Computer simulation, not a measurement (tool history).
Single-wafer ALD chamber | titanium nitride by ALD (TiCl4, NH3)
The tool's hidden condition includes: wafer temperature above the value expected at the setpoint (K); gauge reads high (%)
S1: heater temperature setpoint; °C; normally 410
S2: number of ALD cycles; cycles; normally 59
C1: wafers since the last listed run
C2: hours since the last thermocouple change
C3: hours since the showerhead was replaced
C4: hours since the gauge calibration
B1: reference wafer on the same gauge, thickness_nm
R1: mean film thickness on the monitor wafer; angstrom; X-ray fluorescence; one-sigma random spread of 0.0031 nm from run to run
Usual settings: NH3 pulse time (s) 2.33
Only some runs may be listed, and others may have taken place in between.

{"run": 1, "day": 0.0, "S1": 410, "S2": 59, "NH3 pulse time (s)": 2.03, "C1": 0, "C2": 357.1, "C3": 4887.5, "C4": 977.1, "B1": 1.33, "R1": 12.31}
{"run": 2, "day": 3.921, "S1": 410, "S2": 59, "NH3 pulse time (s)": 2.03, "C1": 310, "C2": 451.2, "C3": 4981.6, "C4": 1071.2, "B1": 1.331, "R1": 12.27}
{"run": 3, "day": 6.262, "S1": 410, "S2": 59, "NH3 pulse time (s)": 2.33, "C1": 185, "C2": 507.4, "C3": 5037.8, "C4": 1127.4, "B1": 1.329, "R1": 12.35}
{"run": 4, "day": 8.133, "S1": 410, "S2": 59, "NH3 pulse time (s)": 2.33, "C1": 148, "C2": 552.3, "C3": 5082.7, "C4": 1172.3, "B1": 1.33, "R1": 12.34}
{"run": 5, "day": 9.742, "S1": 410, "S2": 59, "NH3 pulse time (s)": 2.33, "C1": 127, "C2": 590.9, "C3": 5121.3, "C4": 1210.9, "B1": 1.329, "R1": 12.3}
{"run": 6, "day": 13.612, "S1": 410, "S2": 59, "NH3 pulse time (s)": 2.33, "C1": 306, "C2": 683.8, "C3": 5214.2, "C4": 1303.8, "B1": 1.331, "R1": 12.36}
{"run": 7, "day": 15.912, "S1": 410, "S2": 59, "NH3 pulse time (s)": 2.33, "C1": 182, "C2": 739, "C3": 5269.4, "C4": 1359, "B1": 1.331, "R1": 12.38}
{"run": 8, "day": 18.546, "S1": 410, "S2": 59, "NH3 pulse time (s)": 2.33, "C1": 208, "C2": 802.2, "C3": 5332.6, "C4": 1422.2, "B1": 1.329, "R1": 12.35}
{"run": 9, "day": 21.625, "S1": 410, "S2": 59, "NH3 pulse time (s)": 2.33, "C1": 243, "C2": 876.1, "C3": 5406.5, "C4": 1496.1, "B1": 1.33, "R1": 12.34}
{"run": 10, "day": 23.546, "S1": 410, "S2": 59, "NH3 pulse time (s)": 2.33, "C1": 152, "C2": 922.2, "C3": 5452.6, "C4": 1542.2, "B1": 1.33, "R1": 12.32}
{"day": 24.342, "done": "gauge calibrated"}
{"run": 11, "day": 26.283, "S1": 410, "S2": 59, "NH3 pulse time (s)": 2.33, "C1": 216, "C2": 987.9, "C3": 5518.3, "C4": 46.6, "B1": 1.329, "R1": 12.31}
{"run": 12, "day": 29.583, "S1": 410, "S2": 59, "NH3 pulse time (s)": 2.33, "C1": 261, "C2": 1067.1, "C3": 5597.5, "C4": 125.8, "B1": 1.33, "R1": 12.37}
{"day": 29.992, "done": "thermocouple changed; heater temperature recalibrated"}
{"run": 13, "day": 32.233, "S1": 410, "S2": 59, "NH3 pulse time (s)": 2.33, "C1": 183, "C2": 53.8, "C3": 5661.1, "C4": 189.4, "B1": 1.33, "R1": 12.37}
{"run": 14, "day": 35.358, "S1": 421, "S2": 59, "NH3 pulse time (s)": 1.55, "C1": 247, "C2": 128.8, "C3": 5736.1, "C4": 264.4, "B1": 1.331, "R1": 12.11}
{"run": 15, "day": 37.45, "S1": 410, "S2": 68, "NH3 pulse time (s)": 2.33, "C1": 165, "C2": 179, "C3": 5786.3, "C4": 314.6, "B1": 1.33, "R1": 14.24}
{"run": 16, "day": 40.438, "S1": 410, "S2": 52, "NH3 pulse time (s)": 1.88, "C1": 236, "C2": 250.7, "C3": 5858, "C4": 386.3, "B1": 1.33, "R1": 10.71}
{"day": 42.058, "done": "showerhead replaced"}
{"run": 17, "day": 42.362, "S1": 410, "S2": 59, "NH3 pulse time (s)": 2.33, "C1": 126, "C2": 296.9, "C3": 7.3, "C4": 432.5, "B1": 1.331, "R1": 12.38}
{"run": 18, "day": 46.812, "S1": 423, "S2": 59, "NH3 pulse time (s)": 1.51, "C1": 352, "C2": 403.7, "C3": 114.1, "C4": 539.3, "B1": 1.329, "R1": 12.09}
{"run": 19, "day": 50.188, "S1": 410, "S2": 59, "NH3 pulse time (s)": 3.08, "C1": 267, "C2": 484.7, "C3": 195.1, "C4": 620.3, "B1": 1.33, "R1": 12.48}
{"run": 20, "day": 51.992, "S1": 400, "S2": 48, "NH3 pulse time (s)": 2.33, "C1": 142, "C2": 528, "C3": 238.4, "C4": 663.6, "B1": 1.33, "R1": 10.05}
{"run": 21, "day": 56.438, "S1": 410, "S2": 59, "NH3 pulse time (s)": 2.33, "C1": 352, "C2": 634.7, "C3": 345.1, "C4": 770.3, "B1": 1.33, "R1": 12.35}
{"run": 22, "day": 59.667, "S1": 410, "S2": 59, "NH3 pulse time (s)": 2.33, "C1": 255, "C2": 712.2, "C3": 422.6, "C4": 847.8, "B1": 1.331, "R1": 12.4}
{"run": 23, "day": 61.729, "S1": 410, "S2": 59, "NH3 pulse time (s)": 2.33, "C1": 163, "C2": 761.7, "C3": 472.1, "C4": 897.3, "B1": 1.331, "R1": 12.31}
{"run": 24, "day": 71.283, "S1": 416, "S2": 59, "NH3 pulse time (s)": 1.64, "C1": 756, "C2": 991, "C3": 701.4, "C4": 1126.6, "B1": 1.33, "R1": 12.12}
{"day": 72.692, "done": "thermocouple changed; heater temperature recalibrated"}
{"run": 25, "day": 72.917, "S1": 396, "S2": 70, "NH3 pulse time (s)": 1.68, "C1": 102, "C2": 5.4, "C3": 740.6, "C4": 1165.8, "B1": 1.33, "R1": 14.23}
{"run": 26, "day": 78.096, "S1": 410, "S2": 59, "NH3 pulse time (s)": 2.33, "C1": 410, "C2": 129.7, "C3": 864.9, "C4": 1290.1, "B1": 1.33, "R1": 12.33}

Here are 5 independent what-if runs from the current tool condition. What would each one return?
{"run": "A", "day": 78.117, "S1": 410, "S2": 59, "NH3 pulse time (s)": 2.33, "C1": 1, "C2": 130.2, "C3": 865.4, "C4": 1290.6, "B1": "?", "R1": "?"}
{"run": "B", "day": 78.117, "S1": 400, "S2": 55, "NH3 pulse time (s)": 2.75, "C1": 1, "C2": 130.2, "C3": 865.4, "C4": 1290.6, "B1": "?", "R1": "?"}
{"run": "C", "day": 78.117, "S1": 418, "S2": 50, "NH3 pulse time (s)": 2.83, "C1": 1, "C2": 130.2, "C3": 865.4, "C4": 1290.6, "B1": "?", "R1": "?"}
{"run": "D", "day": 78.117, "S1": 424, "S2": 65, "NH3 pulse time (s)": 2.33, "C1": 1, "C2": 130.2, "C3": 865.4, "C4": 1290.6, "B1": "?", "R1": "?"}
{"run": "E", "day": 78.117, "S1": 396, "S2": 59, "NH3 pulse time (s)": 3.25, "C1": 1, "C2": 130.2, "C3": 865.4, "C4": 1290.6, "B1": "?", "R1": "?"}

run=A B1=1.329 R1=12.38
run=B B1=1.329 R1=11.61
run=C B1=1.329 R1=10.59
run=D B1=1.329 R1=13.68
run=E B1=1.329 R1=12.53
With no hidden state in the tool, these same runs would have given:
run=A R1=12.38
run=B R1=11.61
run=C R1=10.59
run=D R1=13.68
run=E R1=12.53
